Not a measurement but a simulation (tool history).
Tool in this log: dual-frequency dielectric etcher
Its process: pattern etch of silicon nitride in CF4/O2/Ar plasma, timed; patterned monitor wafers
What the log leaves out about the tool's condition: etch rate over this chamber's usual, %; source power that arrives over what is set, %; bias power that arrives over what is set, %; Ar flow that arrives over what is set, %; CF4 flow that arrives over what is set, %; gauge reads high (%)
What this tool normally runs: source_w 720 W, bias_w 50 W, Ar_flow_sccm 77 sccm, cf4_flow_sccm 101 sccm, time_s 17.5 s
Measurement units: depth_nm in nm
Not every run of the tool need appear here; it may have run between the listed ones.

run	hour	source_w	bias_w	Ar_flow_sccm	cf4_flow_sccm	time_s	wafers since the last listed run	hours since the last wet clean	hours since the last source power generator calibration	hours since the last bias power generator calibration	hours since the last Ar flow controller change	hours since the last CF4 flow controller change	hours since the last upper electrode change	hours since the gauge calibration	read-back reference wafer on the same gauge, depth_nm	depth_nm
1	0.0	720	50	77	79	17.5	0	401.2	3817.9	3933.1	91.2	1548.9	98.1	334.2	49.60	49.30
2	15.9	720	57	77	87	16.0	301	417.1	3833.8	3949.0	107.1	1564.8	114.0	350.1	49.59	48.20
3	30.8	780	50	87	101	17.5	282	432.0	3848.7	3963.9	122.0	1579.7	128.9	365.0	49.62	54.17
# hour 41.9: bias power generator calibrated
4	46.5	720	50	86	118	17.5	221	447.7	3864.4	4.6	137.7	1595.4	144.6	380.7	49.58	51.02
5	62.4	640	62	68	101	15.5	301	463.6	3880.3	20.5	153.6	1611.3	160.5	396.6	49.60	44.50
6	79.7	720	50	77	101	17.5	328	480.9	3897.6	37.8	170.9	1628.6	177.8	413.9	49.60	50.90
# hour 100.8: source power generator calibrated
# hour 114.2: CF4 flow controller replaced
# hour 114.6: wet clean of the chamber
7	115.1	720	54	93	101	17.5	475	0.5	14.3	73.2	206.3	0.9	213.2	449.3	49.58	52.61
8	115.4	720	50	65	101	17.5	5	0.8	14.6	73.5	206.6	1.2	213.5	449.6	49.58	53.36
9	119.6	720	60	65	84	14.0	79	5.0	18.8	77.7	210.8	5.4	217.7	453.8	49.61	44.86
10	128.5	720	50	77	101	17.5	168	13.9	27.7	86.6	219.7	14.3	226.6	462.7	49.62	52.23
# hour 129.9: gauge calibrated
11	139.1	800	50	77	101	13.5	201	24.5	38.3	97.2	230.3	24.9	237.2	9.2	49.59	44.67
12	145.4	720	50	77	101	21.5	119	30.8	44.6	103.5	236.6	31.2	243.5	15.5	49.60	64.11
13	154.0	720	50	77	101	17.5	163	39.4	53.2	112.1	245.2	39.8	252.1	24.1	49.59	52.19
14	163.8	720	55	77	115	17.5	185	49.2	63.0	121.9	255.0	49.6	261.9	33.9	49.58	55.23
15	181.0	720	50	77	101	17.5	326	66.4	80.2	139.1	272.2	66.8	279.1	51.1	49.62	52.23
16	191.3	570	50	77	101	17.5	195	76.7	90.5	149.4	282.5	77.1	289.4	61.4	49.61	41.62
17	200.0	630	50	77	101	22.0	165	85.4	99.2	158.1	291.2	85.8	298.1	70.1	49.61	57.81
18	212.4	720	50	77	101	17.5	235	97.8	111.6	170.5	303.6	98.2	310.5	82.5	49.59	52.45
19	234.2	720	50	77	101	17.5	413	119.6	133.4	192.3	325.4	120.0	332.3	104.3	49.60	52.49
20	246.2	720	50	77	101	17.5	227	131.6	145.4	204.3	337.4	132.0	344.3	116.3	49.59	52.21

Alternative continuations, all from the tool just after run 20; predict every row:
A	246.6	720	50	77	101	13.0	7	132.0	145.8	204.7	337.8	132.4	344.7	116.7	?	?
B	246.6	720	50	77	101	22.0	7	132.0	145.8	204.7	337.8	132.4	344.7	116.7	?	?
C	246.6	720	61	77	101	17.5	7	132.0	145.8	204.7	337.8	132.4	344.7	116.7	?	?
D	246.6	720	50	77	101	13.5	7	132.0	145.8	204.7	337.8	132.4	344.7	116.7	?	?
E	246.6	720	50	90	101	17.5	7	132.0	145.8	204.7	337.8	132.4	344.7	116.7	?	?

run	read-back reference wafer on the same gauge, depth_nm	depth_nm
A	49.64	39.07
B	49.64	66.11
C	49.64	57.15
D	49.64	40.57
E	49.64	51.64
The same runs, with their run-to-run variation unchanged, on a tool lacking any hidden condition would have given:
run	depth_nm
A	38.99
B	65.99
C	57.05
D	40.49
E	51.54
